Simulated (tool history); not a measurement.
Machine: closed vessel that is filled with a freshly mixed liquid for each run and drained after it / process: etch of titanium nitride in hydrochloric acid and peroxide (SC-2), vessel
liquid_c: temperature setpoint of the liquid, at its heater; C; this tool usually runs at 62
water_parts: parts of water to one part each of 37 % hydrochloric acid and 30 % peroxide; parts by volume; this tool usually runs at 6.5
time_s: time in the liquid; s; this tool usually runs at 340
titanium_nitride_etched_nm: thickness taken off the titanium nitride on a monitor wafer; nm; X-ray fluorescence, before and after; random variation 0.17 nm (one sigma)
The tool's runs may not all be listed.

run,hour,liquid_c,water_parts,time_s,wafers since the last listed run,hours since the thermometer was replaced,hours since the chemicals flow meter was replaced,hours since the drum of peroxide was connected,hours since the gauge calibration,"read-back film thickness of the titanium nitride reference wafer, read on the same gauge (nm)",titanium_nitride_etched_nm
1,0,62,6.5,495,0,2298.9,2055.6,629.1,72.1,100.03,60.72
2,17.9,62,6.5,495,1612,2316.8,2073.5,647,90,100,61.22
3,31.7,62,6.5,495,1243,2330.6,2087.3,660.8,103.8,99.98,61.02
4,39.3,62,4.5,340,684,2338.2,2094.9,668.4,111.4,99.99,54.53
5,46.7,62,4.5,340,666,2345.6,2102.3,675.8,118.8,99.98,54.68
6,60.9,62,6.5,340,1279,2359.8,2116.5,690,133,100,41.52
7,78.7,62,6.5,340,1603,2377.6,2134.3,707.8,150.8,99.96,41.99
8,91.9,62,6.5,340,1189,2390.8,2147.5,721,164,100,41.64
# hour 99.9: thermometer replaced
9,100.4,62,6.5,225,675,0.5,2156,729.5,172.5,99.99,22.92
# hour 112.9: gauge calibrated
10,113.5,62,6.5,225,1180,13.6,2169.1,742.6,0.6,100,22.67
11,119.6,62,6.5,225,549,19.7,2175.2,748.7,6.7,100,22.61
# hour 120.9: new drum of peroxide connected
12,131.5,62,5,340,981,31.6,2187.1,10.6,18.6,100,42.09
# hour 146.5: chemicals flow meter replaced
13,147,62,6.5,340,1306,47.1,0.5,26.1,34.1,99.98,34.48
14,154.4,62,6.5,400,666,54.5,7.9,33.5,41.5,100,40.92
15,164.7,62,6.5,340,927,64.8,18.2,43.8,51.8,99.99,34.61
16,173.4,52.5,9.5,275,783,73.5,26.9,52.5,60.5,99.99,11.34
17,189.9,62,9,340,1486,90,43.4,69,77,99.98,26.67
18,201.2,67,6.5,525,1017,101.3,54.7,80.3,88.3,99.97,72.86
19,210.5,62,9,340,837,110.6,64,89.6,97.6,100.02,27.01
20,217.4,62,4,500,621,117.5,70.9,96.5,104.5,100,72.14
21,224.6,68.5,6.5,270,648,124.7,78.1,103.7,111.7,100.01,40.79
22,233,54.5,9,415,756,133.1,86.5,112.1,120.1,100,20.48
23,239.7,65.5,5,520,603,139.8,93.2,118.8,126.8,100,80.32

Exercise: give the hidden state of the tool at every run:
chemicals flow below the setpoint (%): 0, the same for each run
peroxide weaker than its label (%): 0, the same for each run
gauge reads high (%): 0, the same for each run
H1: liquid hotter than its thermometer reads (K)
run,H1
1,3.15
2,3.17
3,3.19
4,3.2
5,3.2
6,3.22
7,3.24
8,3.26
9,0.0654
10,0.0807
11,0.0879
12,0.102
13,0.12
14,0.129
15,0.141
16,0.151
17,0.17
18,0.183
19,0.194
20,0.202
21,0.211
22,0.221
23,0.228

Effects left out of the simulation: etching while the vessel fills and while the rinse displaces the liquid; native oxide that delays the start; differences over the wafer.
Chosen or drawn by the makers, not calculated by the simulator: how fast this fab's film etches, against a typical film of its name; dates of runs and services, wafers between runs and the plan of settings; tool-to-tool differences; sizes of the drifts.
